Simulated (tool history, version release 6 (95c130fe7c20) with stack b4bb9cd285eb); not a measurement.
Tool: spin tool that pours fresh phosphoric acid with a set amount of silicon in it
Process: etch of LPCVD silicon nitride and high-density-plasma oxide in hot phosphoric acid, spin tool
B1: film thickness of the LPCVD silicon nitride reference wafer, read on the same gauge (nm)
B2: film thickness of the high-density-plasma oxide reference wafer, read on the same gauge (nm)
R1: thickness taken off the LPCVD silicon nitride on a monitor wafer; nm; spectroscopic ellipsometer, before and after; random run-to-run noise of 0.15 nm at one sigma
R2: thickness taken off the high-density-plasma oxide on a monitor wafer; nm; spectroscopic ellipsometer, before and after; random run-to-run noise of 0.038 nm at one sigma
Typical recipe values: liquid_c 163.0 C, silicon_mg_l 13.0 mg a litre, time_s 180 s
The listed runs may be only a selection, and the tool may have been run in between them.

run 1 hour=0.0 | liquid_c=162.0 silicon_mg_l=18.5 time_s=240 | B1=129.98 B2=109.997 | R1=23.66 R2=0.712
run 2 hour=39.8 | liquid_c=163.0 silicon_mg_l=13.0 time_s=180 | B1=130.00 B2=109.978 | R1=18.27 R2=0.628
run 3 hour=102.4 | liquid_c=162.0 silicon_mg_l=4.0 time_s=110 | B1=130.01 B2=110.001 | R1=10.67 R2=0.480
run 4 hour=170.6 | liquid_c=164.5 silicon_mg_l=13.0 time_s=180 | B1=130.00 B2=109.983 | R1=19.07 R2=0.801
run 5 hour=233.4 | liquid_c=163.0 silicon_mg_l=13.0 time_s=180 | B1=130.01 B2=109.968 | R1=17.96 R2=0.658
run 6 hour=284.7 | liquid_c=163.0 silicon_mg_l=13.0 time_s=180 | B1=130.03 B2=110.020 | R1=18.02 R2=0.738
-- hour=344.5 thermometer replaced
run 7 hour=345.0 | liquid_c=163.0 silicon_mg_l=13.0 time_s=85 | B1=129.97 B2=109.993 | R1=8.56 R2=0.336
run 8 hour=410.1 | liquid_c=163.0 silicon_mg_l=13.0 time_s=180 | B1=130.03 B2=109.947 | R1=17.92 R2=0.771
run 9 hour=447.7 | liquid_c=160.5 silicon_mg_l=13.0 time_s=180 | B1=129.99 B2=110.014 | R1=16.47 R2=0.582
-- hour=463.5 dissolved silicon flow meter replaced
-- hour=498.6 gauge calibrated
run 10 hour=500.7 | liquid_c=164.0 silicon_mg_l=5.5 time_s=140 | B1=130.00 B2=110.007 | R1=14.26 R2=0.617
run 11 hour=553.2 | liquid_c=163.0 silicon_mg_l=13.0 time_s=180 | B1=130.03 B2=110.001 | R1=17.66 R2=0.636
run 12 hour=579.4 | liquid_c=164.5 silicon_mg_l=4.0 time_s=180 | B1=130.03 B2=110.010 | R1=18.80 R2=0.994
run 13 hour=637.6 | liquid_c=163.0 silicon_mg_l=3.0 time_s=105 | B1=130.00 B2=110.006 | R1=10.21 R2=0.502
run 14 hour=682.1 | liquid_c=163.0 silicon_mg_l=13.0 time_s=135 | B1=130.00 B2=110.008 | R1=13.26 R2=0.502
run 15 hour=742.9 | liquid_c=163.0 silicon_mg_l=13.0 time_s=180 | B1=129.99 B2=109.993 | R1=17.84 R2=0.734
run 16 hour=787.4 | liquid_c=166.0 silicon_mg_l=21.5 time_s=85 | B1=129.96 B2=110.009 | R1=9.18 R2=0.312
run 17 hour=845.9 | liquid_c=160.5 silicon_mg_l=8.0 time_s=135 | B1=130.01 B2=109.954 | R1=12.36 R2=0.506
run 18 hour=907.8 | liquid_c=165.0 silicon_mg_l=21.0 time_s=180 | B1=129.99 B2=109.966 | R1=18.92 R2=0.659
run 19 hour=944.6 | liquid_c=163.0 silicon_mg_l=7.5 time_s=180 | B1=130.03 B2=110.012 | R1=17.51 R2=0.698
run 20 hour=983.4 | liquid_c=165.5 silicon_mg_l=20.5 time_s=265 | B1=129.99 B2=109.954 | R1=28.13 R2=0.970
-- hour=1042.6 dissolved silicon flow meter replaced
run 21 hour=1044.6 | liquid_c=163.0 silicon_mg_l=19.0 time_s=180 | B1=130.00 B2=110.019 | R1=17.46 R2=0.601

Forecast each of these 4 alternatives for the next run:
run A hour=1045.1 | liquid_c=163.0 silicon_mg_l=13.0 time_s=180 | B1=? B2=? | R1=? R2=?
run B hour=1045.1 | liquid_c=164.5 silicon_mg_l=13.0 time_s=120 | B1=? B2=? | R1=? R2=?
run C hour=1045.1 | liquid_c=160.5 silicon_mg_l=17.5 time_s=115 | B1=? B2=? | R1=? R2=?
run D hour=1045.1 | liquid_c=164.0 silicon_mg_l=6.5 time_s=180 | B1=? B2=? | R1=? R2=?

run=A B1=129.99 B2=110.024 R1=17.29 R2=0.644
run=B B1=129.99 B2=110.024 R1=12.12 R2=0.480
run=C B1=129.99 B2=110.024 R1=10.16 R2=0.306
run=D B1=129.99 B2=110.024 R1=17.88 R2=0.801
The same runs, with their run-to-run variation unchanged, on a tool lacking any hidden condition would have given:
run=A R1=18.15 R2=0.717
run=B R1=12.71 R2=0.533
run=C R1=10.67 R2=0.340
run=D R1=18.76 R2=0.890
